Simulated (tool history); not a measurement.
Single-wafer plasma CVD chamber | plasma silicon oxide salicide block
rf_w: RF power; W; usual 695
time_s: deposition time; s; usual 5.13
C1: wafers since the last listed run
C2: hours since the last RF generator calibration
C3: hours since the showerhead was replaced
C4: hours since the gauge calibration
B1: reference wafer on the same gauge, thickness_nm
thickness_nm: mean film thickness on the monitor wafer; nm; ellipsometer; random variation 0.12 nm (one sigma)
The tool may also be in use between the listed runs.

run 1 hour=0 | rf_w=695 time_s=5.13 | C1=0 C2=1718.1 C3=7396.8 C4=54.8 | B1=65.108 | thickness_nm=60.687
run 2 hour=20 | rf_w=695 time_s=5.41 | C1=817 C2=1738.1 C3=7416.8 C4=74.8 | B1=65.108 | thickness_nm=63.759
run 3 hour=54.9 | rf_w=695 time_s=5.13 | C1=1426 C2=1773 C3=7451.7 C4=109.7 | B1=65.097 | thickness_nm=60.689
run 4 hour=71.5 | rf_w=695 time_s=5.13 | C1=678 C2=1789.6 C3=7468.3 C4=126.3 | B1=65.095 | thickness_nm=60.231
run 5 hour=102.4 | rf_w=695 time_s=5.13 | C1=1263 C2=1820.5 C3=7499.2 C4=157.2 | B1=65.11 | thickness_nm=60.556
-- hour=117.5 showerhead replaced
run 6 hour=118 | rf_w=695 time_s=5.13 | C1=310 C2=1836.1 C3=0.5 C4=172.8 | B1=65.085 | thickness_nm=60.415
run 7 hour=132 | rf_w=695 time_s=5.13 | C1=572 C2=1850.1 C3=14.5 C4=186.8 | B1=65.111 | thickness_nm=60.129
-- hour=145 gauge calibrated
run 8 hour=151 | rf_w=780 time_s=4.27 | C1=776 C2=1869.1 C3=33.5 C4=6 | B1=65.124 | thickness_nm=53.196
run 9 hour=204.2 | rf_w=735 time_s=5.13 | C1=2174 C2=1922.3 C3=86.7 C4=59.2 | B1=65.063 | thickness_nm=62.011
run 10 hour=226.8 | rf_w=775 time_s=5.86 | C1=923 C2=1944.9 C3=109.3 C4=81.8 | B1=65.106 | thickness_nm=72.675
run 11 hour=261.6 | rf_w=695 time_s=5.13 | C1=1422 C2=1979.7 C3=144.1 C4=116.6 | B1=65.096 | thickness_nm=59.992
-- hour=281.8 RF generator calibrated
run 12 hour=282.3 | rf_w=630 time_s=6.11 | C1=519 C2=0.5 C3=164.8 C4=137.3 | B1=65.092 | thickness_nm=71.5
run 13 hour=313.3 | rf_w=695 time_s=5.13 | C1=1267 C2=31.5 C3=195.8 C4=168.3 | B1=65.088 | thickness_nm=63.009
run 14 hour=342.6 | rf_w=795 time_s=5.13 | C1=1197 C2=60.8 C3=225.1 C4=197.6 | B1=65.108 | thickness_nm=67.409
-- hour=364.2 gauge calibrated
run 15 hour=378.6 | rf_w=630 time_s=5.42 | C1=1471 C2=96.8 C3=261.1 C4=14.4 | B1=65.09 | thickness_nm=63.094

What the log doesn't show, run by run:
gauge reads high (%): 0 in every run
H1: delivered RF power above the setpoint (%)
run=1 H1=-8.01
run=2 H1=-8.1
run=3 H1=-8.26
run=4 H1=-8.34
run=5 H1=-8.48
run=6 H1=-8.55
run=7 H1=-8.62
run=8 H1=-8.7
run=9 H1=-8.95
run=10 H1=-9.05
run=11 H1=-9.21
run=12 H1=-0.00644
run=13 H1=-0.148
run=14 H1=-0.283
run=15 H1=-0.448
